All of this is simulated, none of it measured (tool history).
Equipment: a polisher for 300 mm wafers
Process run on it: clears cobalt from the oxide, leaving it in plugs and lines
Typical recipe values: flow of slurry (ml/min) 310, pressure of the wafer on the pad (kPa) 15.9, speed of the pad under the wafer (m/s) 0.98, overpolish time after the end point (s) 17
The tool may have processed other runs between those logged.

| run | hour | flow of slurry (ml/min) | pressure of the wafer on the pad (kPa) | speed of the pad under the wafer (m/s) | overpolish time after the end point (s) | wafers since the last listed run | wafers polished on this pad | hours since the slurry nozzle was cleaned | hours since the head pressure was calibrated | incoming thickness of the incoming film, nm | time until the end point was called (s) | dishing of a wide line in a test structure (nm) |
|---|---|---|---|---|---|---|---|---|---|---|---|---|
| 1 | 0.0 | 310 | 15.9 | 0.98 | 17 | 0 | 1005 | 76.0 | 927.3 | 390.3 | 78.5 | 50.7 |
| 2 | 6.9 | 310 | 15.9 | 0.98 | 17 | 77 | 1083 | 82.9 | 934.2 | 387.7 | 77.1 | 49.5 |
| 3 | 14.4 | 310 | 15.9 | 0.98 | 17 | 84 | 1168 | 90.4 | 941.7 | 389.0 | 77.5 | 48.3 |
| 4 | 25.3 | 310 | 15.9 | 0.98 | 17 | 122 | 1290 | 101.3 | 952.6 | 391.5 | 76.2 | 50.6 |
|  | 42.5 | worn pad replaced by a new one |
| 5 | 67.1 | 310 | 15.9 | 0.98 | 17 | 426 | 277 | 143.1 | 994.4 | 388.2 | 77.7 | 50.5 |
| 6 | 75.9 | 310 | 15.9 | 0.98 | 17 | 99 | 377 | 151.9 | 1003.2 | 389.1 | 75.9 | 50.1 |
| 7 | 92.1 | 310 | 15.9 | 1.22 | 17 | 182 | 559 | 168.1 | 1019.4 | 387.4 | 65.0 | 54.2 |
| 8 | 109.5 | 310 | 15.9 | 1.22 | 17 | 196 | 756 | 185.5 | 1036.8 | 384.0 | 64.3 | 54.4 |
| 9 | 121.8 | 310 | 15.9 | 0.98 | 17 | 138 | 894 | 197.8 | 1049.1 | 395.3 | 78.4 | 50.0 |
| 10 | 141.1 | 310 | 15.9 | 0.98 | 17 | 217 | 1112 | 217.1 | 1068.4 | 390.5 | 77.1 | 50.3 |
| 11 | 154.7 | 310 | 15.9 | 0.98 | 17 | 153 | 1265 | 230.7 | 1082.0 | 394.6 | 78.2 | 50.0 |
|  | 171.1 | worn pad replaced by a new one |
|  | 202.7 | slurry nozzle cleaned |
| 12 | 207.8 | 310 | 15.9 | 0.70 | 17 | 542 | 402 | 5.1 | 1135.1 | 389.4 | 98.7 | 43.6 |
| 13 | 224.0 | 310 | 12.4 | 0.98 | 17 | 182 | 585 | 21.3 | 1151.3 | 391.5 | 88.0 | 48.6 |
| 14 | 239.8 | 310 | 15.9 | 0.98 | 17 | 178 | 763 | 37.1 | 1167.1 | 387.5 | 76.3 | 50.4 |
| 15 | 246.0 | 310 | 12.4 | 0.98 | 17 | 69 | 833 | 43.3 | 1173.3 | 386.5 | 86.2 | 46.3 |
| 16 | 256.2 | 360 | 19.3 | 0.82 | 17 | 115 | 948 | 53.5 | 1183.5 | 394.3 | 77.3 | 51.7 |
| 17 | 269.7 | 310 | 20.7 | 0.98 | 17 | 152 | 1101 | 67.0 | 1197.0 | 386.7 | 63.8 | 54.2 |
|  | 277.7 | worn pad replaced by a new one |
| 18 | 293.4 | 310 | 15.9 | 0.70 | 23 | 222 | 176 | 90.7 | 1220.7 | 386.5 | 95.1 | 52.8 |
| 19 | 300.1 | 215 | 20.0 | 0.98 | 17 | 75 | 252 | 97.4 | 1227.4 | 382.3 | 66.4 | 53.0 |
| 20 | 311.8 | 390 | 20.0 | 0.98 | 17 | 131 | 384 | 109.1 | 1239.1 | 394.0 | 65.9 | 53.1 |
|  | 323.7 | head pressure recalibrated |
| 21 | 327.9 | 310 | 15.9 | 0.98 | 17 | 159 | 543 | 125.2 | 4.2 | 394.5 | 79.9 | 48.6 |
| 22 | 336.6 | 310 | 15.9 | 0.98 | 17 | 98 | 641 | 133.9 | 12.9 | 388.1 | 79.2 | 48.4 |
| 23 | 350.7 | 310 | 15.9 | 0.98 | 20 | 159 | 800 | 148.0 | 27.0 | 396.7 | 81.9 | 54.9 |
| 24 | 356.9 | 215 | 15.9 | 1.12 | 25 | 69 | 870 | 154.2 | 33.2 | 389.0 | 73.6 | 59.4 |
| 25 | 370.3 | 310 | 15.9 | 1.26 | 17 | 151 | 1021 | 167.6 | 46.6 | 386.7 | 64.7 | 54.6 |
| 26 | 382.1 | 310 | 19.3 | 0.98 | 17 | 133 | 1154 | 179.4 | 58.4 | 396.2 | 71.9 | 51.8 |
| 27 | 388.2 | 270 | 15.9 | 0.98 | 17 | 68 | 1223 | 185.5 | 64.5 | 391.9 | 81.0 | 49.3 |
|  | 397.9 | worn pad replaced by a new one |
| 28 | 398.4 | 310 | 15.9 | 0.98 | 17 | 69 | 5 | 195.7 | 74.7 | 392.2 | 79.8 | 48.6 |
| 29 | 401.0 | 220 | 14.5 | 0.98 | 17 | 29 | 35 | 198.3 | 77.3 | 382.1 | 85.8 | 47.9 |
| 30 | 417.8 | 310 | 15.9 | 0.98 | 17 | 189 | 224 | 215.1 | 94.1 | 388.4 | 79.6 | 49.9 |
| 31 | 431.4 | 415 | 15.9 | 1.18 | 11 | 153 | 378 | 228.7 | 107.7 | 381.9 | 66.4 | 42.2 |
| 32 | 448.7 | 310 | 15.9 | 0.98 | 17 | 195 | 573 | 246.0 | 125.0 | 389.2 | 80.0 | 49.6 |
| 33 | 464.1 | 405 | 11.0 | 0.68 | 17 | 173 | 746 | 261.4 | 140.4 | 385.4 | 124.1 | 38.5 |
| 34 | 478.3 | 350 | 20.7 | 0.98 | 13 | 160 | 906 | 275.6 | 154.6 | 390.2 | 67.1 | 46.7 |

Branching from run 34: 5 alternative next runs. What would each branch give?
| A | 478.8 | 245 | 15.9 | 0.98 | 17 | 5 | 912 | 276.1 | 155.1 | 397.7 | ? | ? |
| B | 478.8 | 310 | 17.9 | 0.88 | 17 | 5 | 912 | 276.1 | 155.1 | 397.7 | ? | ? |
| C | 478.8 | 215 | 17.9 | 1.24 | 21 | 5 | 912 | 276.1 | 155.1 | 397.7 | ? | ? |
| D | 478.8 | 415 | 11.7 | 0.70 | 17 | 5 | 912 | 276.1 | 155.1 | 397.7 | ? | ? |
| E | 478.8 | 255 | 15.9 | 0.98 | 17 | 5 | 912 | 276.1 | 155.1 | 397.7 | ? | ? |

| run | time until the end point was called (s) | dishing of a wide line in a test structure (nm) |
|---|---|---|
| A | 82.9 | 48.5 |
| B | 82.0 | 48.8 |
| C | 64.6 | 58.6 |
| D | 121.4 | 39.1 |
| E | 82.7 | 48.6 |
What these runs would have given with no unlogged condition in the tool:
| run | time until the end point was called (s) | dishing of a wide line in a test structure (nm) |
|---|---|---|
| A | 82.8 | 48.6 |
| B | 81.8 | 48.9 |
| C | 64.5 | 58.6 |
| D | 121.2 | 39.2 |
| E | 82.5 | 48.7 |
